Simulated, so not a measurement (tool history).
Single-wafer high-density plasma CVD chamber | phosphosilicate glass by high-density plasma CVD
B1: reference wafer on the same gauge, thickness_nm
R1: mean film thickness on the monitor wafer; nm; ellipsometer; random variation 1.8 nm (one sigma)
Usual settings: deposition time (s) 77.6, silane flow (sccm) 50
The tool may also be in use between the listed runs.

Run 1, hour 0: usual settings; B1 406.747. Result: R1 372.044 nm.
Run 2, hour 36.3: usual settings; B1 404.92. Result: R1 371.229 nm.
Run 3, hour 71.2: usual settings; B1 404.596. Result: R1 370.133 nm.
Run 4, hour 102.9: usual settings; B1 402.989. Result: R1 371.111 nm.
Run 5, hour 172.1: usual settings; B1 401.761. Result: R1 369.712 nm.
Run 6, hour 225.7: usual settings; B1 401.077. Result: R1 369.828 nm.
Run 7, hour 259.4: usual settings but silane flow (sccm) 53; B1 401.102. Result: R1 388.509 nm.
Run 8, hour 285.8: usual settings but silane flow (sccm) 53; B1 400.086. Result: R1 384.701 nm.
Run 9, hour 343.6: usual settings but silane flow (sccm) 53; B1 398.99. Result: R1 388.124 nm.
Run 10, hour 413.3: usual settings; B1 398.672. Result: R1 366.223 nm.
At hour 424.5: silane flow controller replaced.
Run 11, hour 465: usual settings but deposition time (s) 86.4, silane flow (sccm) 45; B1 398.92. Result: R1 373.704 nm.
Run 12, hour 534.7: usual settings; B1 397.281. Result: R1 368.603 nm.
At hour 554.6: gauge calibrated.
Run 13, hour 605: usual settings; B1 408.498. Result: R1 374.009 nm.
Run 14, hour 668.2: usual settings but deposition time (s) 83.1, silane flow (sccm) 55; B1 406.721. Result: R1 439.727 nm.
Run 15, hour 716.7: usual settings but deposition time (s) 92, silane flow (sccm) 45; B1 405.262. Result: R1 401.923 nm.
Run 16, hour 759.5: usual settings; B1 404.049. Result: R1 369.508 nm.
Run 17, hour 805.1: usual settings but deposition time (s) 73.5, silane flow (sccm) 54; B1 402.579. Result: R1 378.481 nm.

The next listed run, before its measurement:
Run 18, hour 864.7: usual settings but deposition time (s) 70.4, silane flow (sccm) 59; B1 ?. Result: R1 ?.

{"run 18": {"B1": 402.099, "R1": 391.93}}
Without the tool's hidden state the same run would have given R1 399.728 nm.
